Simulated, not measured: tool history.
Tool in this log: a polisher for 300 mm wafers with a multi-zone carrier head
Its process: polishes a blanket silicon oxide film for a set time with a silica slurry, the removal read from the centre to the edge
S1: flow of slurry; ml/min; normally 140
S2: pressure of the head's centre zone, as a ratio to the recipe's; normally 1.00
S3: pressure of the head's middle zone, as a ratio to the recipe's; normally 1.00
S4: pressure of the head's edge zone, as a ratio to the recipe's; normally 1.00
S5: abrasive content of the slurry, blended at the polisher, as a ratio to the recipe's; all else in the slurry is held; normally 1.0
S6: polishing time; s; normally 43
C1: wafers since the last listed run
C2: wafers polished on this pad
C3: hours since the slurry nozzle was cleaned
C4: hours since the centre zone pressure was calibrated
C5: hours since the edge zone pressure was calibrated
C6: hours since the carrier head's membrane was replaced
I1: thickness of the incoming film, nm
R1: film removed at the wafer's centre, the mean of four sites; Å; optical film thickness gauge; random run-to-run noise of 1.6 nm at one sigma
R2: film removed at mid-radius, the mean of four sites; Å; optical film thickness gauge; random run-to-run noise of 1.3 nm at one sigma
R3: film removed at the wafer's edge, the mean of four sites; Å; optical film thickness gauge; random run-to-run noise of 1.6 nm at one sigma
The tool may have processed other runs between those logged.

run	hour	S1	S2	S3	S4	S5	S6	C1	C2	C3	C4	C5	C6	I1	R1	R2	R3
1	0.0	140	1.00	1.00	0.96	1.0	43	0	375	81.7	1159.1	662.7	319.1	1153.9	1165	1157	1178
2	14.4	140	1.00	1.00	0.96	1.0	43	163	539	96.1	1173.5	677.1	333.5	1144.1	1149	1117	1111
# hour 45.9: worn pad replaced by a new one
3	48.0	140	1.00	1.00	0.96	1.0	43	336	23	129.7	1207.1	710.7	367.1	1161.0	1205	1200	1163
4	72.5	140	1.00	1.00	1.00	1.0	43	278	302	154.2	1231.6	735.2	391.6	1144.5	1190	1165	1173
5	90.5	140	1.00	1.00	1.00	1.1	43	204	506	172.2	1249.6	753.2	409.6	1145.1	1186	1185	1207
6	112.5	140	1.00	1.00	1.00	1.1	43	250	757	194.2	1271.6	775.2	431.6	1123.1	1189	1162	1161
# hour 128.9: worn pad replaced by a new one
7	129.4	140	1.00	0.96	1.00	1.0	33	146	6	211.1	1288.5	792.1	448.5	1143.2	930	869	926
8	147.1	140	1.00	1.00	1.00	1.0	43	201	207	228.8	1306.2	809.8	466.2	1139.4	1170	1164	1168
# hour 172.0: slurry nozzle cleaned
9	175.8	140	1.00	1.00	1.00	1.0	43	314	522	3.8	1334.9	838.5	494.9	1145.9	1123	1134	1141
# hour 204.1: worn pad replaced by a new one
# hour 205.2: centre zone pressure recalibrated
10	207.8	140	1.00	1.00	1.00	0.7	43	306	29	35.8	2.6	870.5	526.9	1158.2	957	963	1006
# hour 233.7: carrier head's membrane replaced by a new one
11	235.6	140	1.00	1.00	1.06	1.0	43	259	288	63.6	30.4	898.3	1.9	1142.2	1179	1144	1185
# hour 250.8: edge zone pressure recalibrated
12	254.5	140	1.00	1.00	0.96	1.0	43	192	480	82.5	49.3	3.7	20.8	1145.8	1122	1110	1138
13	268.5	185	0.89	1.00	1.11	1.0	43	159	640	96.5	63.3	17.7	34.8	1137.5	1052	1147	1204
# hour 289.5: worn pad replaced by a new one
14	303.8	140	1.00	0.92	0.96	1.0	32	355	162	131.8	98.6	53.0	70.1	1142.5	904	821	879
15	333.9	140	0.91	1.00	1.00	1.0	43	342	504	161.9	128.7	83.1	100.2	1127.3	1042	1123	1149
16	350.6	140	1.00	1.00	1.09	1.0	58	189	694	178.6	145.4	99.8	116.9	1143.8	1547	1482	1613

Run 17 is up next; what results do you expect?
# hour 355.4: worn pad replaced by a new one
17	378.5	140	1.05	1.00	1.11	1.0	43	271	262	206.5	173.3	127.7	144.8	1156.7	?	?	?

Run 17 produced R1 1215 Å, R2 1177 Å, R3 1254 Å.
If the tool had no hidden condition, the same run with the same run-to-run variation would have returned R1 1242 Å, R2 1203 Å, R3 1282 Å.
